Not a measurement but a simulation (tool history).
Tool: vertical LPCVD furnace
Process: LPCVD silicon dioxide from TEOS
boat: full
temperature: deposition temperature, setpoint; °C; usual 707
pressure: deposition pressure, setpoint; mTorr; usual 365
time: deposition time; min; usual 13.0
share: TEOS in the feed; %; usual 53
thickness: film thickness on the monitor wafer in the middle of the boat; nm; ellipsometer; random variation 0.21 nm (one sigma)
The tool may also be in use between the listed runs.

| run | day | temperature | pressure | time | share | read-back reference wafer on the same gauge, thickness | thickness |
|---|---|---|---|---|---|---|---|
| 1 | 0.000 | 707 | 365 | 13.0 | 53 | 110.99 | 110.11 |
| 2 | 0.688 | 707 | 330 | 13.0 | 53 | 110.99 | 104.13 |
| 3 | 0.988 | 707 | 330 | 13.0 | 53 | 110.95 | 103.97 |
| 4 | 1.312 | 707 | 330 | 13.0 | 53 | 111.00 | 104.17 |
| 5 | 1.804 | 707 | 420 | 13.0 | 53 | 111.02 | 117.63 |
| 6 | 2.375 | 707 | 420 | 13.0 | 53 | 111.02 | 117.62 |
|  | 2.742 | gauge calibrated |
| 7 | 4.321 | 707 | 365 | 10.0 | 53 | 111.05 | 84.26 |
| 8 | 4.571 | 707 | 365 | 13.0 | 53 | 111.00 | 109.48 |
| 9 | 4.862 | 714 | 420 | 10.0 | 50 | 110.99 | 102.68 |
| 10 | 5.267 | 715 | 420 | 8.5 | 46 | 110.98 | 85.90 |
| 11 | 5.875 | 707 | 365 | 13.0 | 53 | 110.97 | 109.69 |
|  | 7.371 | thermocouples replaced and temperature profile calibrated |
| 12 | 7.392 | 707 | 365 | 13.0 | 53 | 110.99 | 114.94 |
| 13 | 7.558 | 716 | 330 | 13.0 | 53 | 110.98 | 134.17 |
|  | 8.408 | pressure gauge zeroed |
| 14 | 8.429 | 703 | 440 | 13.0 | 53 | 110.98 | 115.45 |
| 15 | 8.596 | 707 | 305 | 13.0 | 46 | 111.00 | 97.98 |
| 16 | 9.542 | 718 | 335 | 10.5 | 47 | 111.01 | 107.38 |
| 17 | 9.879 | 707 | 365 | 13.0 | 53 | 111.02 | 114.99 |
| 18 | 10.604 | 701 | 295 | 13.0 | 53 | 110.98 | 90.15 |
| 19 | 10.938 | 707 | 365 | 13.0 | 53 | 110.99 | 115.26 |
|  | 12.562 | thermocouples replaced and temperature profile calibrated, repeated, since the last time left the tool worse |
|  | 13.142 | TEOS flow controller replaced |
| 20 | 13.162 | 707 | 420 | 10.5 | 53 | 111.02 | 89.25 |
| 21 | 13.329 | 707 | 365 | 13.0 | 53 | 110.97 | 103.21 |
| 22 | 13.858 | 702 | 365 | 11.0 | 45 | 110.99 | 71.48 |
| 23 | 14.604 | 715 | 430 | 17.0 | 61 | 110.99 | 188.60 |
| 24 | 14.996 | 715 | 430 | 17.0 | 61 | 111.00 | 188.09 |
| 25 | 15.308 | 707 | 365 | 13.0 | 53 | 110.96 | 103.42 |
| 26 | 15.821 | 710 | 300 | 13.0 | 53 | 110.95 | 101.06 |
| 27 | 16.225 | 707 | 365 | 13.0 | 56 | 111.00 | 106.41 |
| 28 | 16.838 | 707 | 395 | 13.0 | 53 | 110.94 | 108.02 |
| 29 | 17.438 | 719 | 455 | 17.0 | 49 | 111.04 | 190.45 |
| 30 | 17.704 | 707 | 365 | 13.0 | 53 | 110.99 | 103.59 |
| 31 | 18.083 | 707 | 365 | 13.0 | 53 | 110.98 | 103.85 |

Forecast each of these 4 alternatives for the next run:
| A | 18.254 | 707 | 365 | 13.0 | 53 | ? | ? |
| B | 18.254 | 718 | 300 | 13.0 | 53 | ? | ? |
| C | 18.254 | 719 | 365 | 16.5 | 53 | ? | ? |
| D | 18.254 | 712 | 390 | 11.0 | 50 | ? | ? |

| run | read-back reference wafer on the same gauge, thickness | thickness |
|---|---|---|
| A | 111.01 | 103.98 |
| B | 111.01 | 120.92 |
| C | 111.01 | 173.12 |
| D | 111.01 | 98.99 |
Without the tool's hidden state the same runs would have given:
| run | thickness |
|---|---|
| A | 102.70 |
| B | 119.47 |
| C | 171.04 |
| D | 97.78 |
